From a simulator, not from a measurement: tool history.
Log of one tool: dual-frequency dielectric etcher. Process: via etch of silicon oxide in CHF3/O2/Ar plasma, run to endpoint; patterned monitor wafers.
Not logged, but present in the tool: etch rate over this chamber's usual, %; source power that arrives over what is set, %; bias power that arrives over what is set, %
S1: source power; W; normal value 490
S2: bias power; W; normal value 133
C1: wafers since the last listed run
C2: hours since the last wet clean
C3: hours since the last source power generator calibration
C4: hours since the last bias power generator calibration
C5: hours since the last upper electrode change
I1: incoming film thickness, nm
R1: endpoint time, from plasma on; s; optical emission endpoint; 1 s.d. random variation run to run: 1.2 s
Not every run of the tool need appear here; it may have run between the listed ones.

Run 1, hour 0: usual settings; C1 0; C2 384.5; C3 1727.7; C4 1346; C5 3330.3; I1 623.9. Result: R1 375.4 s.
Run 2, hour 9.4: usual settings; C1 30; C2 393.9; C3 1737.1; C4 1355.4; C5 3339.7; I1 626.8. Result: R1 373.3 s.
Run 3, hour 18.4: usual settings; C1 28; C2 402.9; C3 1746.1; C4 1364.4; C5 3348.7; I1 615.8. Result: R1 367.8 s.
Run 4, hour 29.5: usual settings; C1 35; C2 414; C3 1757.2; C4 1375.5; C5 3359.8; I1 624.5. Result: R1 370.9 s.
Run 5, hour 45.1: usual settings; C1 50; C2 429.6; C3 1772.8; C4 1391.1; C5 3375.4; I1 623.1. Result: R1 371.1 s.
Run 6, hour 56.8: usual settings; C1 37; C2 441.3; C3 1784.5; C4 1402.8; C5 3387.1; I1 624.9. Result: R1 373.3 s.
Run 7, hour 72.6: usual settings; C1 50; C2 457.1; C3 1800.3; C4 1418.6; C5 3402.9; I1 619.6. Result: R1 367.7 s.
At hour 105.3: upper electrode replaced.
Run 8, hour 105.8: usual settings; C1 29; C2 490.3; C3 1833.5; C4 1451.8; C5 0.5; I1 615.7. Result: R1 365.9 s.
Run 9, hour 130.7: usual settings; C1 79; C2 515.2; C3 1858.4; C4 1476.7; C5 25.4; I1 619.3. Result: R1 365.7 s.
At hour 135.9: bias power generator calibrated.
Run 10, hour 148.2: usual settings; C1 43; C2 532.7; C3 1875.9; C4 12.3; C5 42.9; I1 611.3. Result: R1 360.1 s.
At hour 166.6: source power generator calibrated.
At hour 181.2: wet clean of the chamber.
Run 11, hour 181.7: usual settings; C1 47; C2 0.5; C3 15.1; C4 45.8; C5 76.4; I1 626.3. Result: R1 388.7 s.
Run 12, hour 182.1: usual settings; C1 1; C2 0.9; C3 15.5; C4 46.2; C5 76.8; I1 620.4. Result: R1 384.9 s.
Run 13, hour 194: usual settings but S1 540 W, S2 149 W; C1 38; C2 12.8; C3 27.4; C4 58.1; C5 88.7; I1 620.2. Result: R1 352.5 s.
Run 14, hour 201: usual settings but S1 560 W, S2 155 W; C1 22; C2 19.8; C3 34.4; C4 65.1; C5 95.7; I1 626.4. Result: R1 342.2 s.
Run 15, hour 216.2: usual settings but S1 560 W, S2 155 W; C1 48; C2 35; C3 49.6; C4 80.3; C5 110.9; I1 627.7. Result: R1 344.7 s.
Run 16, hour 240.4: usual settings but S1 580 W, S2 106 W; C1 77; C2 59.2; C3 73.8; C4 104.5; C5 135.1; I1 623.9. Result: R1 401.5 s.
Run 17, hour 249.5: usual settings but S1 610 W, S2 147 W; C1 29; C2 68.3; C3 82.9; C4 113.6; C5 144.2; I1 621.2. Result: R1 336.8 s.
Run 18, hour 260.3: usual settings but S1 580 W; C1 34; C2 79.1; C3 93.7; C4 124.4; C5 155; I1 620. Result: R1 359.5 s.

The next listed run, before its measurement:
Run 19, hour 266.8: usual settings; C1 20; C2 85.6; C3 100.2; C4 130.9; C5 161.5; I1 620.4. Result: R1 ?.

Logged for run 19: R1 379.5 s.
Take away the tool's hidden state, keep the run-to-run variation as it was, and the same run would have given R1 380.9 s.

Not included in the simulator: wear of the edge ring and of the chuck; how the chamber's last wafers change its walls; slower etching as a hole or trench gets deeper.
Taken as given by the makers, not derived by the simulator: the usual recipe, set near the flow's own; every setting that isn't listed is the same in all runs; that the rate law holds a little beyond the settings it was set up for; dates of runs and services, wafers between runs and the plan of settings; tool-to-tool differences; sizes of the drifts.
